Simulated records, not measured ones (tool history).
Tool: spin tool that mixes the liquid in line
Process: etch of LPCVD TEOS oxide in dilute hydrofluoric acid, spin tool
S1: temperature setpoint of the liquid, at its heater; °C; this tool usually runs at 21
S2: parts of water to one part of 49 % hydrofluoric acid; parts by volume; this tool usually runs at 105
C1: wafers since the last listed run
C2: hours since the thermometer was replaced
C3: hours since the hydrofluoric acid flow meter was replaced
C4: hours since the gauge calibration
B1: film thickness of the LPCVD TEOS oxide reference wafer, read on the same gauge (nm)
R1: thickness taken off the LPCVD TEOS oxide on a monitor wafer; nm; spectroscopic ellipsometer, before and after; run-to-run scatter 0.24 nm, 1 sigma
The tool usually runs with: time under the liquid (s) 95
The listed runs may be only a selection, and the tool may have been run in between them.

{"run": 1, "hour": 0.0, "S1": 23, "S2": 105, "time under the liquid (s)": 95, "C1": 0, "C2": 271.6, "C3": 720.6, "C4": 859.3, "B1": 30.02, "R1": 29.94}
{"hour": 14.4, "done": "hydrofluoric acid flow meter replaced"}
{"run": 2, "hour": 86.7, "S1": 23, "S2": 105, "time under the liquid (s)": 95, "C1": 556, "C2": 358.3, "C3": 72.3, "C4": 946, "B1": 29.99, "R1": 29.5}
{"run": 3, "hour": 173.6, "S1": 23, "S2": 105, "time under the liquid (s)": 95, "C1": 564, "C2": 445.2, "C3": 159.2, "C4": 1032.9, "B1": 30.01, "R1": 29.73}
{"run": 4, "hour": 268.1, "S1": 21, "S2": 105, "time under the liquid (s)": 95, "C1": 613, "C2": 539.7, "C3": 253.7, "C4": 1127.4, "B1": 29.99, "R1": 28.08}
{"hour": 357.6, "done": "thermometer replaced"}
{"run": 5, "hour": 367.8, "S1": 21, "S2": 105, "time under the liquid (s)": 95, "C1": 640, "C2": 10.2, "C3": 353.4, "C4": 1227.1, "B1": 29.99, "R1": 27.7}
{"run": 6, "hour": 451.8, "S1": 21, "S2": 105, "time under the liquid (s)": 95, "C1": 545, "C2": 94.2, "C3": 437.4, "C4": 1311.1, "B1": 30, "R1": 27.47}
{"run": 7, "hour": 554.6, "S1": 21, "S2": 105, "time under the liquid (s)": 95, "C1": 667, "C2": 197, "C3": 540.2, "C4": 1413.9, "B1": 29.99, "R1": 27.59}
{"run": 8, "hour": 654.1, "S1": 21, "S2": 105, "time under the liquid (s)": 95, "C1": 646, "C2": 296.5, "C3": 639.7, "C4": 1513.4, "B1": 29.99, "R1": 27.5}
{"run": 9, "hour": 717.4, "S1": 21, "S2": 105, "time under the liquid (s)": 95, "C1": 411, "C2": 359.8, "C3": 703, "C4": 1576.7, "B1": 30, "R1": 27.93}
{"run": 10, "hour": 785.4, "S1": 17.5, "S2": 105, "time under the liquid (s)": 95, "C1": 441, "C2": 427.8, "C3": 771, "C4": 1644.7, "B1": 30.02, "R1": 23.83}
{"run": 11, "hour": 826.3, "S1": 21, "S2": 105, "time under the liquid (s)": 95, "C1": 265, "C2": 468.7, "C3": 811.9, "C4": 1685.6, "B1": 29.99, "R1": 27.6}
{"hour": 868.3, "done": "hydrofluoric acid flow meter replaced"}
{"run": 12, "hour": 880.2, "S1": 21, "S2": 70, "time under the liquid (s)": 95, "C1": 343, "C2": 522.6, "C3": 11.9, "C4": 1739.5, "B1": 30.02, "R1": 43.34}
{"hour": 925.8, "done": "thermometer replaced"}
{"run": 13, "hour": 975.4, "S1": 21, "S2": 125, "time under the liquid (s)": 80, "C1": 611, "C2": 49.6, "C3": 107.1, "C4": 1834.7, "B1": 30, "R1": 18.94}
{"run": 14, "hour": 1074.1, "S1": 19, "S2": 140, "time under the liquid (s)": 70, "C1": 640, "C2": 148.3, "C3": 205.8, "C4": 1933.4, "B1": 30.01, "R1": 13.56}
{"run": 15, "hour": 1131.7, "S1": 22.5, "S2": 85, "time under the liquid (s)": 95, "C1": 374, "C2": 205.9, "C3": 263.4, "C4": 1991, "B1": 30.02, "R1": 37.22}
{"hour": 1261.0, "done": "gauge calibrated"}
{"run": 16, "hour": 1384.7, "S1": 21, "S2": 105, "time under the liquid (s)": 65, "C1": 1642, "C2": 458.9, "C3": 516.4, "C4": 123.7, "B1": 30, "R1": 19.02}
{"run": 17, "hour": 1448.4, "S1": 23, "S2": 105, "time under the liquid (s)": 95, "C1": 413, "C2": 522.6, "C3": 580.1, "C4": 187.4, "B1": 29.99, "R1": 30}
{"hour": 1521.9, "done": "thermometer replaced"}
{"run": 18, "hour": 1545.0, "S1": 21, "S2": 105, "time under the liquid (s)": 110, "C1": 620, "C2": 23.1, "C3": 676.7, "C4": 284, "B1": 30.02, "R1": 31.92}
{"hour": 1621.7, "done": "hydrofluoric acid flow meter replaced"}
{"run": 19, "hour": 1622.2, "S1": 21, "S2": 105, "time under the liquid (s)": 45, "C1": 494, "C2": 100.3, "C3": 0.5, "C4": 361.2, "B1": 30.01, "R1": 13.1}
{"run": 20, "hour": 1686.9, "S1": 19, "S2": 55, "time under the liquid (s)": 45, "C1": 420, "C2": 165, "C3": 65.2, "C4": 425.9, "B1": 29.98, "R1": 24.34}
{"run": 21, "hour": 1791.6, "S1": 21, "S2": 150, "time under the liquid (s)": 80, "C1": 679, "C2": 269.7, "C3": 169.9, "C4": 530.6, "B1": 30, "R1": 15.44}
{"run": 22, "hour": 1836.7, "S1": 21, "S2": 105, "time under the liquid (s)": 95, "C1": 292, "C2": 314.8, "C3": 215, "C4": 575.7, "B1": 29.99, "R1": 27.73}
{"run": 23, "hour": 1941.9, "S1": 21, "S2": 105, "time under the liquid (s)": 95, "C1": 683, "C2": 420, "C3": 320.2, "C4": 680.9, "B1": 30, "R1": 27.61}

Alternative continuations, all from the tool just after run 23; predict every row:
{"run": "A", "hour": 1942.3, "S1": 21, "S2": 105, "time under the liquid (s)": 95, "C1": 2, "C2": 420.4, "C3": 320.6, "C4": 681.3, "B1": "?", "R1": "?"}
{"run": "B", "hour": 1942.3, "S1": 25, "S2": 60, "time under the liquid (s)": 70, "C1": 2, "C2": 420.4, "C3": 320.6, "C4": 681.3, "B1": "?", "R1": "?"}
{"run": "C", "hour": 1942.3, "S1": 17, "S2": 150, "time under the liquid (s)": 70, "C1": 2, "C2": 420.4, "C3": 320.6, "C4": 681.3, "B1": "?", "R1": "?"}
{"run": "D", "hour": 1942.3, "S1": 18, "S2": 105, "time under the liquid (s)": 95, "C1": 2, "C2": 420.4, "C3": 320.6, "C4": 681.3, "B1": "?", "R1": "?"}
{"run": "E", "hour": 1942.3, "S1": 17, "S2": 60, "time under the liquid (s)": 95, "C1": 2, "C2": 420.4, "C3": 320.6, "C4": 681.3, "B1": "?", "R1": "?"}

run=A B1=30.01 R1=27.49
run=B B1=30.01 R1=44.06
run=C B1=30.01 R1=11.49
run=D B1=30.01 R1=24.3
run=E B1=30.01 R1=42.78
Stripped of hidden state, with their random variation kept, the same runs would have yielded:
run=A R1=27.49
run=B R1=44.06
run=C R1=11.49
run=D R1=24.3
run=E R1=42.78
